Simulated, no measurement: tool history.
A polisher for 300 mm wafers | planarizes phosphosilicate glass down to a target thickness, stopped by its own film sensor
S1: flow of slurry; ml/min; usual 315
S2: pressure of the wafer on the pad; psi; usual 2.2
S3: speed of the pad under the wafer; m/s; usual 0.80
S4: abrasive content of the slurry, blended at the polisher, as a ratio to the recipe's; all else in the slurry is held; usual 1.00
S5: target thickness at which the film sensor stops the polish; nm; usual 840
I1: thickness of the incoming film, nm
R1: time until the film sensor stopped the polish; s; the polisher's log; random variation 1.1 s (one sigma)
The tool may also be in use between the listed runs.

run	hour	S1	S2	S3	S4	S5	I1	R1
1	0.0	315	2.2	0.80	1.00	840	1232.8	80.0
2	99.3	315	1.7	0.80	1.00	950	1240.4	77.1
3	154.5	315	1.7	0.80	1.00	950	1232.8	76.3
# hour 164.6: slurry blender recalibrated
4	260.5	315	1.7	0.80	1.00	950	1255.3	83.6
5	320.7	315	2.2	0.80	1.00	840	1229.4	79.6
# hour 366.2: worn pad replaced by a new one
6	413.4	315	2.2	0.80	1.00	840	1249.1	86.7
# hour 499.8: head pressure recalibrated
7	517.9	315	2.2	0.80	1.00	840	1244.6	86.4
# hour 530.4: conditioning disc replaced and pad reconditioned
8	613.9	315	2.2	0.80	1.00	840	1240.0	90.3
# hour 615.6: slurry nozzle cleaned
9	702.0	315	2.2	0.94	1.15	840	1241.6	69.9
10	797.9	315	2.2	0.80	1.00	840	1254.1	83.7
11	889.7	260	2.2	0.96	1.20	717	1249.0	91.2
# hour 941.2: slurry blender recalibrated
# hour 952.8: worn pad replaced by a new one
12	992.8	315	2.2	0.80	1.00	840	1236.1	82.9
# hour 1273.5: conditioning disc replaced and pad reconditioned
13	1275.8	315	2.2	0.80	1.00	840	1237.6	85.1
# hour 1323.7: slurry nozzle cleaned
14	1487.2	215	2.6	0.80	1.20	734	1239.2	81.5
15	1553.2	315	2.5	0.80	1.00	840	1241.6	72.6
# hour 1595.1: worn pad replaced by a new one
# hour 1600.7: slurry blender recalibrated
16	1611.1	315	2.2	0.80	1.00	840	1263.6	84.9
# hour 1618.1: head pressure recalibrated
17	1676.0	410	2.2	0.80	1.00	840	1229.2	80.2
18	1729.4	315	2.2	0.80	1.00	931	1245.2	65.1
19	1781.9	420	2.7	0.92	1.00	840	1231.5	60.0
20	1839.0	315	2.2	0.80	1.00	840	1257.5	85.4
# hour 1854.9: conditioning disc replaced and pad reconditioned
21	1878.2	315	2.2	0.70	0.85	938	1266.4	82.3
22	2009.6	315	1.5	0.80	1.25	840	1231.1	110.4
# hour 2052.3: slurry nozzle cleaned
23	2251.1	315	2.2	0.80	1.00	840	1243.5	82.1
24	2296.0	315	2.2	0.80	1.20	840	1220.3	70.8
# hour 2319.8: worn pad replaced by a new one
25	2341.2	315	2.2	0.80	1.00	840	1248.1	82.5
# hour 2365.7: slurry blender recalibrated
26	2433.8	315	2.2	0.64	1.00	922	1250.4	74.6

3 ways to go on from here, each from the tool as it stands after run 26. What would each give?
A	2434.3	315	2.2	0.80	1.00	840	1238.3	?
B	2434.3	315	2.2	0.80	1.00	715	1238.3	?
C	2434.3	240	2.2	0.80	1.00	945	1238.3	?

run	R1
A	81.1
B	106.6
C	61.7
Without the tool's hidden state the same runs would have given:
run	R1
A	79.9
B	104.9
C	60.4
